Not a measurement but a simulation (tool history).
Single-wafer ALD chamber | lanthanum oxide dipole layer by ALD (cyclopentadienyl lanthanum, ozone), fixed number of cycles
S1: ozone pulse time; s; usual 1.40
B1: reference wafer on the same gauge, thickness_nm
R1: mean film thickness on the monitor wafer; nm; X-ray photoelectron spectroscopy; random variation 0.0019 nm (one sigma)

run	hour	S1	B1	R1
1	0.0	1.52	0.567	0.511
2	76.8	1.52	0.567	0.515
3	149.4	1.52	0.567	0.510
4	248.3	1.40	0.567	0.500
5	330.3	1.40	0.567	0.502
# hour 342.8: ozone generator serviced
6	425.6	1.40	0.567	0.486
7	488.3	1.40	0.567	0.486
8	577.3	1.16	0.567	0.467
9	636.8	1.40	0.567	0.485
# hour 706.9: ozone generator serviced, repeated, since the last time left the tool worse
10	707.4	1.40	0.567	0.510
11	804.7	1.72	0.567	0.527
12	905.6	1.72	0.567	0.526
# hour 954.7: thermocouple changed; heater temperature recalibrated
13	1004.5	1.40	0.567	0.510
14	1073.9	1.40	0.567	0.512
# hour 1075.3: gauge calibrated
15	1176.7	1.02	0.567	0.481
16	1220.3	1.75	0.567	0.527
17	1260.3	0.89	0.567	0.465
18	1322.7	1.64	0.567	0.522
19	1407.8	0.88	0.567	0.462
20	1483.3	0.91	0.567	0.464
21	1585.9	1.56	0.567	0.517
22	1650.3	1.81	0.567	0.526
# hour 1677.2: showerhead replaced
23	1703.4	1.40	0.567	0.509
24	1756.9	1.93	0.567	0.530
25	1828.3	1.40	0.567	0.503
# hour 1885.3: ozone generator serviced
26	1924.1	0.86	0.567	0.464
27	2011.7	1.12	0.567	0.492
# hour 2060.0: thermocouple changed; heater temperature recalibrated
28	2060.5	1.40	0.567	0.512
29	2102.9	1.00	0.567	0.480

Forecast each of these 3 alternatives for the next run:
A	2103.3	0.98	?	?
B	2103.3	1.78	?	?
C	2103.3	1.71	?	?

run	B1	R1
A	0.567	0.478
B	0.567	0.528
C	0.567	0.526
Without the tool's hidden state the same runs would have given:
run	R1
A	0.479
B	0.528
C	0.526

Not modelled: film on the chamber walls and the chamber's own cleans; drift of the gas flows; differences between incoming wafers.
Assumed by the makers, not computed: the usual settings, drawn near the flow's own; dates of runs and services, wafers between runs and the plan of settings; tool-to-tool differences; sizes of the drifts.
